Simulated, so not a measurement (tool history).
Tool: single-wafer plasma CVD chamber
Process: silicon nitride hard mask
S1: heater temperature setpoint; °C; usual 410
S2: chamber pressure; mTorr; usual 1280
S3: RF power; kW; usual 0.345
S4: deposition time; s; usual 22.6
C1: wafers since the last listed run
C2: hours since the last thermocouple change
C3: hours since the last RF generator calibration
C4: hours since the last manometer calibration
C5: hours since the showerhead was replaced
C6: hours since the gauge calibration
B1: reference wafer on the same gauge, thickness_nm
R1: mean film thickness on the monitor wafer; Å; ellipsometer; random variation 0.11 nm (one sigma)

run     day   S1    S2     S3    S4    C1      C2     C3      C4      C5      C6      B1      R1
  1   0.000  410  1280  0.345  22.6     0  1542.3  530.7  1899.5  4171.1   210.9  28.024  242.51
  2   1.200  410  1280  0.345  22.6   497  1571.1  559.5  1928.3  4199.9   239.7  28.038  244.44
  3   3.512  410  1280  0.345  19.2   958  1626.6  615.0  1983.8  4255.4   295.2  28.072  207.12
  4   4.825  410  1280  0.345  19.2   543  1658.1  646.5  2015.3  4286.9   326.7  28.031  208.96
  5   7.183  410  1280  0.345  19.2   977  1714.7  703.1  2071.9  4343.5   383.3  28.065  207.69
  6   9.529  410  1280  0.345  22.6   971  1771.0  759.4  2128.2  4399.8   439.6  28.091  244.32
  7  11.354  410  1280  0.345  22.6   756  1814.8  803.2  2172.0  4443.6   483.4  28.157  242.66
  8  12.575  410  1280  0.345  22.6   505  1844.1  832.5  2201.3  4472.9   512.7  28.198  244.19
     16.271  -- RF generator calibrated
  9  18.846  410  1280  0.345  22.6  2460  1994.6   61.8  2351.8  4623.4   663.2  28.297  246.45
 10  20.242  410  1280  0.345  24.9   578  2028.1   95.3  2385.3  4656.9   696.7  28.331  272.31
     22.208  -- capacitance manometer re-zeroed and calibrated
 11  22.417  410  1280  0.345  22.6   763  2080.3  147.5     5.0  4709.1   748.9  28.408  246.19
 12  29.108  410  1280  0.345  22.6  2772  2240.9  308.1   165.6  4869.7   909.5  28.506  249.30
 13  30.638  410  1280  0.345  22.6   633  2277.6  344.8   202.3  4906.4   946.2  28.588  251.32
     32.546  -- showerhead replaced
 14  33.229  410  1280  0.345  22.6   935  2339.8  407.0   264.5    16.4  1008.4  28.634  248.50
 15  35.829  410  1280  0.345  22.6  1077  2402.2  469.4   326.9    78.8  1070.8  28.710  251.55
 16  42.079  410  1280  0.345  22.6  2589  2552.2  619.4   476.9   228.8  1220.8  28.927  253.81
 17  43.671  410  1280  0.345  22.6   659  2590.4  657.6   515.1   267.0  1259.0  28.995  254.36
     44.346  -- gauge calibrated
     44.962  -- thermocouple changed; heater temperature recalibrated
 18  47.858  410  1280  0.345  18.3  1596    69.5  758.1   615.6   367.5    84.3  28.217  197.53
     50.350  -- RF generator calibrated
 19  50.758  421  1280  0.295  25.8  1063   139.1    9.8   685.2   437.1   153.9  28.218  248.01
 20  51.992  417  1110  0.385  24.6   510   168.7   39.4   714.8   466.7   183.5  28.248  269.81
 21  53.346  410  1280  0.345  20.9   561   201.2   71.9   747.3   499.2   216.0  28.209  225.37
 22  55.671  410  1280  0.345  22.6   963   257.0  127.7   803.1   555.0   271.8  28.208  247.37
 23  61.792  399  1280  0.345  22.6  2535   403.9  274.6   950.0   701.9   418.7  28.358  247.49
 24  64.208  396  1280  0.320  20.3  1001   461.9  332.6  1008.0   759.9   476.7  28.403  211.06
 25  66.675  417  1280  0.345  22.6  1021   521.1  391.8  1067.2   819.1   535.9  28.394  246.77
 26  69.108  401  1280  0.295  22.6  1008   579.5  450.2  1125.6   877.5   594.3  28.415  222.10

Forecast each of these 4 alternatives for the next run:
  A  69.125  405  1280  0.345  22.6   6  579.9  450.6  1126.0  877.9  594.7   ?   ?
  B  69.125  396  1440  0.345  20.0   6  579.9  450.6  1126.0  877.9  594.7   ?   ?
  C  69.125  414  1150  0.290  26.8   6  579.9  450.6  1126.0  877.9  594.7   ?   ?
  D  69.125  405  1400  0.345  22.6   6  579.9  450.6  1126.0  877.9  594.7   ?   ?

run      B1      R1
  A  28.453  250.19
  B  28.453  233.47
  C  28.453  245.47
  D  28.453  259.83
Without the tool's hidden state the same runs would have given:
run      R1
  A  247.21
  B  230.69
  C  242.54
  D  256.73
